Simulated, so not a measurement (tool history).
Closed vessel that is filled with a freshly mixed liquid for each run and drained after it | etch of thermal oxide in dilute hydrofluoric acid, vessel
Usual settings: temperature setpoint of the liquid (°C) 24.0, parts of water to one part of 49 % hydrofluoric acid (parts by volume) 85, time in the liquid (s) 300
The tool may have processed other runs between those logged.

run,hour,temperature setpoint of the liquid (°C),parts of water to one part of 49 % hydrofluoric acid (parts by volume),time in the liquid (s),"read-back film thickness of the thermal oxide reference wafer, read on the same gauge (nm)",thickness taken off the thermal oxide on a monitor wafer (angstrom)
1,0.0,21.5,85,300,29.99,149.0
2,41.3,21.5,85,300,29.97,149.5
3,117.2,24.0,85,300,30.01,166.1
# hour 301.8: hydrofluoric acid flow meter replaced
4,397.4,24.0,85,300,30.01,165.2
5,502.3,24.0,95,300,29.99,145.8
6,597.9,24.0,95,300,30.00,146.1
7,671.7,24.0,95,300,29.99,147.7
8,753.9,24.0,115,180,29.99,70.0
9,829.3,25.5,85,300,30.00,175.8
10,892.6,25.5,85,300,29.99,173.4
11,934.3,25.5,85,300,29.98,174.1
12,1028.0,28.5,65,370,30.02,330.5
13,1127.7,27.0,105,480,30.01,235.1
14,1195.1,24.0,85,300,30.00,163.4
15,1231.5,24.0,60,300,29.99,240.7
# hour 1299.1: thermometer replaced
16,1336.4,24.0,85,300,30.02,163.7
17,1391.3,21.0,85,300,30.01,146.2
# hour 1438.7: gauge calibrated
18,1446.3,25.5,50,300,30.01,313.8
19,1482.8,24.0,95,300,30.00,145.3
20,1555.1,24.0,85,300,30.01,165.8
21,1660.4,24.0,85,300,29.99,166.9
22,1734.5,19.5,100,410,30.00,157.2
23,1794.6,28.5,110,400,30.00,196.2
24,1886.2,24.0,95,300,30.02,145.1
25,1948.5,25.5,85,370,30.01,214.0
26,2016.9,24.0,85,245,30.00,134.1
27,2110.7,24.0,85,395,29.99,217.7
28,2196.1,24.0,60,415,30.00,335.9
29,2264.8,20.0,85,370,30.00,173.4
30,2368.3,21.5,85,375,30.00,188.2
31,2437.0,21.5,105,250,29.99,98.8
32,2489.4,26.0,85,300,30.00,181.0
33,2532.9,24.0,85,155,30.01,85.5

Below are 5 alternative next runs, each starting from the tool's condition after run 33. Predict each:
A,2533.6,24.0,85,300,?,?
B,2533.6,28.0,100,300,?,?
C,2533.6,26.5,110,300,?,?
D,2533.6,20.0,45,125,?,?
E,2533.6,20.0,110,170,?,?

run,"read-back film thickness of the thermal oxide reference wafer, read on the same gauge (nm)",thickness taken off the thermal oxide on a monitor wafer (angstrom)
A,30.00,164.6
B,30.00,160.4
C,30.00,135.9
D,30.00,115.4
E,30.00,59.5
With no hidden state in the tool, these same runs would have given:
run,thickness taken off the thermal oxide on a monitor wafer (angstrom)
A,164.6
B,160.4
C,135.9
D,115.4
E,59.5

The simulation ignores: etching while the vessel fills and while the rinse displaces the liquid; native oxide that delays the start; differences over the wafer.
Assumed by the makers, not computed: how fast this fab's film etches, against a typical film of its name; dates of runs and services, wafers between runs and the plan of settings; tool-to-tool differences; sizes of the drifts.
